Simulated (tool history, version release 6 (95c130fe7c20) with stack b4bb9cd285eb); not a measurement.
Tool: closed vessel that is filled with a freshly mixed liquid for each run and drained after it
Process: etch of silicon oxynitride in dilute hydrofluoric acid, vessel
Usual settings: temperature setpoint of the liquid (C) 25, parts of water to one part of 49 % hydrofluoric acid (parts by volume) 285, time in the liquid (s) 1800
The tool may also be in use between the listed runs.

run	day	temperature setpoint of the liquid (C)	parts of water to one part of 49 % hydrofluoric acid (parts by volume)	time in the liquid (s)	wafers since the last listed run	hours since the thermometer was replaced	hours since the hydrofluoric acid flow meter was replaced	hours since the gauge calibration	read-back film thickness of the silicon oxynitride reference wafer, read on the same gauge (nm)	thickness taken off the silicon oxynitride on a monitor wafer (nm)
1	0	25	285	1800	0	1853.3	202.6	3226.5	140	10.64
2	1.779	27.5	285	1800	1145	1896	245.3	3269.2	140.05	11.85
3	4.85	25	285	1800	1977	1969.7	319	3342.9	139.96	10.6
4	8.725	28	285	1800	2495	2062.7	412	3435.9	140.01	12.11
# day 16.921: gauge calibrated
5	17.579	28	285	1800	5702	2275.2	624.5	15.8	139.98	12.01
6	21.425	28	285	1800	2476	2367.5	716.8	108.1	139.99	12.09
7	23.733	25	285	1800	1486	2422.9	772.2	163.5	140	10.51
8	25.812	25	285	1800	1339	2472.8	822.1	213.4	140.02	10.52
# day 28.321: thermometer replaced
9	28.6	25	285	1800	1768	6.7	889	280.3	140.01	10.26
10	30.933	25	285	1800	1502	62.7	945	336.3	139.97	10.3
11	35.329	25	285	1800	2831	168.2	1050.5	441.8	140.01	10.22
12	38.679	25	285	1800	2157	248.6	1130.9	522.2	140	10.28
13	40.279	23.5	240	1800	1030	287	1169.3	560.6	139.99	11.71
14	43.354	25	285	1335	1980	360.8	1243.1	634.4	139.97	7.55
15	46.867	29.5	380	1170	2262	445.1	1327.4	718.7	139.97	5.62
# day 49.354: hydrofluoric acid flow meter replaced
16	50.121	23.5	160	760	2069	523.2	18.4	796.8	139.97	7.72
17	51.642	22.5	185	2835	979	559.7	54.9	833.3	140.01	23.62
18	55.45	27	385	1800	2452	651.1	146.3	924.7	139.98	7.63
# day 60.254: thermometer replaced, repeated, since the last time left the tool worse
19	61.079	25	170	1470	3598	19.8	281.4	1059.8	140	16.44
20	64.338	28	425	1800	2098	98	359.6	1138	139.99	7.46
21	65.979	29	285	1800	1057	137.4	399	1177.4	140	12.82
22	70.329	22	175	1800	2801	241.8	503.4	1281.8	139.97	16.83
23	74.558	25	285	1800	2723	343.3	604.9	1383.3	140.01	10.96
24	77.608	22	395	2865	1964	416.5	678.1	1456.5	140	10.38
25	79.975	21.5	285	1480	1524	473.3	734.9	1513.3	139.99	7.68
26	83.317	29	285	2835	2152	553.5	815.1	1593.5	139.99	20.17
27	85.504	25	400	1800	1408	606	867.6	1646	139.98	7.14
28	87.242	23.5	285	2655	1119	647.7	909.3	1687.7	139.99	15.17
29	88.808	29.5	355	885	1009	685.3	946.9	1725.3	139.97	4.94
30	91.996	23	415	2590	2052	761.8	1023.4	1801.8	139.99	9.13
31	93.667	25	385	1800	1076	801.9	1063.5	1841.9	139.99	7.52
32	99.946	25	285	1800	4044	952.6	1214.2	1992.6	140	10.8
33	103.258	23.5	285	2495	2133	1032.1	1293.7	2072.1	140.03	13.96

Forecast each of these 3 alternatives for the next run:
A	103.308	21.5	285	1800	32	1033.3	1294.9	2073.3	?	?
B	103.308	25	285	770	32	1033.3	1294.9	2073.3	?	?
C	103.308	20.5	360	2235	32	1033.3	1294.9	2073.3	?	?

run	read-back film thickness of the silicon oxynitride reference wafer, read on the same gauge (nm)	thickness taken off the silicon oxynitride on a monitor wafer (nm)
A	139.99	9.28
B	139.99	4.62
C	139.99	8.34
Without the tool's hidden state the same runs would have given:
run	thickness taken off the silicon oxynitride on a monitor wafer (nm)
A	9.43
B	4.69
C	8.47

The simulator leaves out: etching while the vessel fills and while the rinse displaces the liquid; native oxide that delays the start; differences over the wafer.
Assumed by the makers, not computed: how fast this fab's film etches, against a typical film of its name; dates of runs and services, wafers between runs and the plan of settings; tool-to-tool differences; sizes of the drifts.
